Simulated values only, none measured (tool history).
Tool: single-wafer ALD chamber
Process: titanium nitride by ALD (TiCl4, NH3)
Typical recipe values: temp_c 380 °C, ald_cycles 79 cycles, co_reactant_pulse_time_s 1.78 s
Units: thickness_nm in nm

run,hour,temp_c,ald_cycles,co_reactant_pulse_time_s,"read-back reference wafer on the same gauge, thickness_nm",thickness_nm
1,0.0,380,79,1.78,1.500,1.773
2,17.1,390,79,1.78,1.502,1.779
3,28.6,390,79,1.78,1.501,1.775
4,45.1,380,79,2.14,1.498,1.757
5,53.3,380,79,2.14,1.503,1.781
6,62.8,380,79,2.14,1.498,1.762
7,78.1,380,79,1.78,1.497,1.746
8,93.6,380,79,1.78,1.502,1.754
9,105.7,380,79,1.78,1.499,1.756
10,117.4,380,79,1.78,1.500,1.761
11,128.1,380,79,1.78,1.502,1.741
12,139.9,380,79,1.78,1.501,1.754
13,155.4,380,79,1.78,1.500,1.747
14,171.4,373,79,1.78,1.501,1.762
15,178.9,380,79,1.78,1.498,1.756
# hour 185.0: gauge calibrated
16,187.6,385,73,1.58,1.498,1.623
17,196.7,380,92,2.29,1.501,2.079
18,214.5,385,86,1.78,1.500,1.920
19,254.8,369,73,1.08,1.499,1.501
20,261.5,393,86,1.41,1.503,1.884
# hour 271.2: thermocouple changed; heater temperature recalibrated
21,275.1,373,65,1.78,1.501,1.437
22,284.7,380,66,1.78,1.502,1.461
23,295.4,380,68,1.47,1.499,1.484
24,301.4,380,79,2.31,1.498,1.794
25,308.8,369,70,2.20,1.497,1.557
26,325.7,392,75,1.78,1.501,1.674
27,340.7,380,79,1.78,1.498,1.762

What does the tool deliver on the next run?
28,347.4,380,79,1.78,?,?

read-back reference wafer on the same gauge, thickness_nm: 1.500
thickness_nm: 1.752 nm
The same run, on a tool lacking any hidden state, would have yielded thickness_nm 1.752 nm.
